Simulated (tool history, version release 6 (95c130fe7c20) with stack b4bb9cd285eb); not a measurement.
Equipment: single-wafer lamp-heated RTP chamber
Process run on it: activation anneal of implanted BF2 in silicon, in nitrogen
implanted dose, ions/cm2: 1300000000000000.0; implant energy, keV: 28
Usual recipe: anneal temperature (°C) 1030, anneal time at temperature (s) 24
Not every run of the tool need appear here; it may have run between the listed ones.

run   hour  anneal temperature (°C)  anneal time at temperature (s)  read-back reference wafer on the same gauge, sheet resistance  sheet resistance of the implanted and annealed layer (ohm/square)
  1    0.0                     1017                              28                                                          97.03                                                             115.33
  2   13.6                     1023                              24                                                          96.99                                                             112.75
  3   23.3                     1023                              24                                                          97.03                                                             113.90
  4   32.8                     1023                              24                                                          97.03                                                             113.19
  5   76.9                     1030                              19                                                          97.02                                                             112.83
  6   85.2                     1030                              19                                                          96.83                                                             111.99
  7   91.5                     1030                              19                                                          97.01                                                             111.40
  8  100.8                     1030                              24                                                          96.92                                                             109.28
  9  110.3                     1039                              24                                                          97.01                                                             104.50
     149.3  -- gauge calibrated
 10  161.3                     1039                              24                                                          97.13                                                             103.82
 11  170.5                     1030                              33                                                          97.00                                                             104.25
 12  185.3                     1030                              33                                                          97.05                                                             104.25
 13  197.7                     1030                              33                                                          96.94                                                             103.53
     210.5  -- pyrometer window cleaned and pyrometer calibrated
 14  211.0                     1024                              24                                                          97.09                                                             117.09
 15  226.2                     1024                              24                                                          97.02                                                             116.65
 16  239.7                     1030                              24                                                          96.94                                                             112.18
 17  246.9                     1050                              11                                                          97.05                                                             111.65
 18  253.2                     1030                              15                                                          96.96                                                             120.18
 19  264.8                     1052                              13                                                          97.04                                                             108.16
 20  282.5                     1030                              37                                                          97.06                                                             104.96
 21  290.5                     1058                              19                                                          96.97                                                             100.34
 22  296.7                     1017                              14                                                          97.07                                                             125.53
 23  305.5                     1030                              19                                                          97.06                                                             114.48
 24  313.9                     1058                              31                                                          97.03                                                              95.65
     340.6  -- reflector plate cleaned
 25  367.5                     1002                              24                                                          96.97                                                             129.62
 26  381.9                     1030                              13                                                          97.06                                                             120.08
 27  392.5                     1019                              34                                                          96.91                                                             113.37
 28  406.5                     1042                              16                                                          97.00                                                             110.91
 29  419.1                     1021                              20                                                          97.07                                                             117.74
 30  433.9                     1030                              24                                                          96.97                                                             111.26
 31  442.6                     1046                              10                                                          96.97                                                             115.68

For some of the steps in sheet resistance of the implanted and annealed layer (ohm/square) from one run to the next: how much would appear even if the tool had no hidden state, given the settings, what came in and random variation, and how much remains for the hidden state plus any gauge scatter that the measured result and the result without hidden state don't share?
Unlogged tool condition in this case: true wafer temperature minus pyrometer reading, K; wafer temperature error from the tarnished reflector plate, K; gauge reads high (%).
Run 13 -> 14: anneal temperature (°C) 1030 -> 1024, anneal time at temperature (s) 33 -> 24, pyrometer window cleaned and pyrometer calibrated. sheet resistance of the implanted and annealed layer (ohm/square) +13.56: hidden state +5.13, all else +8.43.
Run 21 -> 22: anneal temperature (°C) 1058 -> 1017, anneal time at temperature (s) 19 -> 14. sheet resistance of the implanted and annealed layer (ohm/square) +25.19: hidden state -2.58, all else +27.77.
Run 23 -> 24: anneal temperature (°C) 1030 -> 1058, anneal time at temperature (s) 19 -> 31. sheet resistance of the implanted and annealed layer (ohm/square) -18.83: hidden state +1.74, all else -20.57.
Run 24 -> 25: anneal temperature (°C) 1058 -> 1002, anneal time at temperature (s) 31 -> 24, reflector plate cleaned. sheet resistance of the implanted and annealed layer (ohm/square) +33.97: hidden state -2.51, all else +36.48.
